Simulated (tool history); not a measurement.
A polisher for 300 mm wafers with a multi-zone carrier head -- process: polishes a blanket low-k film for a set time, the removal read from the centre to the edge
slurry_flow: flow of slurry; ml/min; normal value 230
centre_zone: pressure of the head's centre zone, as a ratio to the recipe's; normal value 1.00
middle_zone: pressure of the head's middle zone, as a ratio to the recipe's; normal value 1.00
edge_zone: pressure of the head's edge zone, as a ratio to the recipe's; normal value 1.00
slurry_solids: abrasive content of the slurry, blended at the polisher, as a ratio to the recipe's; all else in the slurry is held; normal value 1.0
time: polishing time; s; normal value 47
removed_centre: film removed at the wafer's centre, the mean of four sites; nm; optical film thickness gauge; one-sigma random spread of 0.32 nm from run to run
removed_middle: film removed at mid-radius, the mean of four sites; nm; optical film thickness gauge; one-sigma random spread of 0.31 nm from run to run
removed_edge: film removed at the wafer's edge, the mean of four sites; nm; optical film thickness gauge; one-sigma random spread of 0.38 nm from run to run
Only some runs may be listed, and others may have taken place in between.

run	hour	slurry_flow	centre_zone	middle_zone	edge_zone	slurry_solids	time	wafers since the last listed run	wafers polished on this pad	hours since the slurry nozzle was cleaned	hours since the centre zone pressure was calibrated	hours since the edge zone pressure was calibrated	hours since the carrier head's membrane was replaced	incoming thickness of the incoming film, nm	removed_centre	removed_middle	removed_edge
1	0.0	230	1.00	1.05	1.00	1.0	47	0	407	503.3	1176.0	1154.4	669.9	479.7	28.2	28.6	28.0
2	14.1	230	1.00	1.05	1.00	1.0	47	160	568	517.4	1190.1	1168.5	684.0	486.7	28.1	28.9	28.2
3	22.5	290	1.00	1.00	1.06	1.0	47	95	664	525.8	1198.5	1176.9	692.4	483.4	28.3	28.2	28.9
4	37.7	290	1.00	1.00	1.06	1.0	47	173	838	541.0	1213.7	1192.1	707.6	476.3	28.4	27.8	29.5
5	44.2	290	1.00	1.00	1.06	1.0	47	74	912	547.5	1220.2	1198.6	714.1	476.7	27.9	28.0	28.6
6	54.9	230	1.00	1.00	1.00	1.0	47	122	1034	558.2	1230.9	1209.3	724.8	485.2	27.3	27.0	26.9
7	69.5	230	1.00	1.00	1.00	1.0	47	166	1201	572.8	1245.5	1223.9	739.4	481.7	27.0	26.8	27.7
8	85.2	230	1.09	1.00	1.00	1.0	47	179	1380	588.5	1261.2	1239.6	755.1	479.8	29.0	26.5	27.5
# hour 86.7: slurry nozzle cleaned
# hour 92.0: worn pad replaced by a new one
# hour 94.1: carrier head's membrane replaced by a new one
# hour 98.6: centre zone pressure recalibrated
9	101.9	230	1.00	1.00	1.00	1.0	47	87	66	15.2	3.3	1256.3	7.8	476.9	27.7	28.1	28.6
10	112.9	230	1.00	1.12	1.06	1.0	32	125	192	26.2	14.3	1267.3	18.8	479.3	19.3	20.8	19.6
11	128.4	230	1.00	1.00	1.00	1.0	47	176	369	41.7	29.8	1282.8	34.3	472.9	28.0	27.2	28.8
# hour 135.9: edge zone pressure recalibrated
12	143.3	230	1.00	1.00	0.89	1.0	47	147	516	56.6	44.7	7.4	49.2	480.4	27.8	27.7	26.5
13	155.1	230	0.88	1.00	1.00	1.0	39	134	650	68.4	56.5	19.2	61.0	482.0	19.8	22.0	23.3
14	171.3	230	1.00	1.00	1.00	1.0	47	184	835	84.6	72.7	35.4	77.2	486.9	27.1	27.2	27.2

Below are 4 alternative next runs, each starting from the tool's condition after run 14. Predict each:
A	171.7	230	1.00	1.00	1.00	1.2	47	4	840	85.0	73.1	35.8	77.6	478.5	?	?	?
B	171.7	230	1.00	1.00	1.03	1.3	47	4	840	85.0	73.1	35.8	77.6	478.5	?	?	?
C	171.7	285	1.00	1.00	1.00	1.0	47	4	840	85.0	73.1	35.8	77.6	478.5	?	?	?
D	171.7	230	1.00	1.05	0.97	1.0	47	4	840	85.0	73.1	35.8	77.6	478.5	?	?	?

run	removed_centre	removed_middle	removed_edge
A	29.5	28.8	29.2
B	30.4	29.7	30.6
C	28.0	27.3	27.6
D	27.2	27.7	26.6
Take away the tool's hidden state, keep each run's random variation, and the runs would have read:
run	removed_centre	removed_middle	removed_edge
A	31.0	30.3	30.8
B	32.0	31.3	32.2
C	29.5	28.8	29.0
D	28.7	29.2	28.0
